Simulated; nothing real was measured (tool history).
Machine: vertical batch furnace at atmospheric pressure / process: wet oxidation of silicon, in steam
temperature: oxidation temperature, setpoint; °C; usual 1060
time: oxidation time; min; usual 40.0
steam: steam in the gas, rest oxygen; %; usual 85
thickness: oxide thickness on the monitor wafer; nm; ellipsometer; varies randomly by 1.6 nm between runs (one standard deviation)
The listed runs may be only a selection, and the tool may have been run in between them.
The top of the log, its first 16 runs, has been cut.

run,hour,temperature,time,steam,wafers since the last listed run,hours since the last temperature calibration,hours since the steam generator was serviced,hours since the gauge calibration,"read-back reference wafer on the same gauge, thickness",thickness
# hour 417.2: thermocouples replaced and temperature profile calibrated
17,417.7,1043,26.0,89,91,0.5,58.7,541.3,538.99,370.30
18,422.9,1060,27.5,85,70,5.7,63.9,546.5,538.31,401.56
19,444.6,1070,59.5,73,292,27.4,85.6,568.2,537.76,586.68
20,467.7,1053,27.5,75,311,50.5,108.7,591.3,537.59,360.14
21,489.7,1044,40.0,85,296,72.5,130.7,613.3,537.77,456.70
22,504.3,1060,26.5,81,197,87.1,145.3,627.9,537.87,381.43
23,530.0,1069,22.5,79,346,112.8,171.0,653.6,538.47,355.50
24,549.0,1060,49.0,85,256,131.8,190.0,672.6,537.50,547.03
25,572.2,1077,54.5,90,313,155.0,213.2,695.8,538.28,640.00
26,586.3,1060,51.5,85,190,169.1,227.3,709.9,538.17,562.91
27,603.9,1060,40.0,85,237,186.7,244.9,727.5,538.71,487.46
# hour 618.0: gauge calibrated
28,629.4,1060,53.0,85,344,212.2,270.4,11.4,537.82,571.15
29,652.8,1060,40.0,85,315,235.6,293.8,34.8,538.15,484.87
30,672.5,1060,40.0,85,265,255.3,313.5,54.5,538.71,485.90
31,690.7,1043,40.0,94,245,273.5,331.7,72.7,538.45,478.60
32,717.5,1060,40.0,85,361,300.3,358.5,99.5,537.71,485.15
33,738.6,1060,40.0,85,284,321.4,379.6,120.6,537.91,487.43
34,755.2,1060,51.5,96,224,338.0,396.2,137.2,537.01,593.82
35,779.8,1060,23.5,85,332,362.6,420.8,161.8,537.95,359.68
36,798.9,1036,40.0,85,257,381.7,439.9,180.9,538.02,437.46
37,827.1,1067,55.0,85,380,409.9,468.1,209.1,538.13,592.66
38,860.4,1074,40.0,96,449,443.2,501.4,242.4,538.47,545.18

4 options for the next run, each taken on its own from the tool as it stands now. Forecast them:
A,865.6,1060,40.0,85,70,448.4,506.6,247.6,?,?
B,865.6,1047,46.0,85,70,448.4,506.6,247.6,?,?
C,865.6,1068,40.0,85,70,448.4,506.6,247.6,?,?
D,865.6,1077,51.5,95,70,448.4,506.6,247.6,?,?

run,"read-back reference wafer on the same gauge, thickness",thickness
A,537.49,485.51
B,537.49,496.76
C,537.49,501.80
D,537.49,633.69
What these runs would have given with no unlogged condition in the tool:
run,thickness
A,496.88
B,508.52
C,513.43
D,648.09
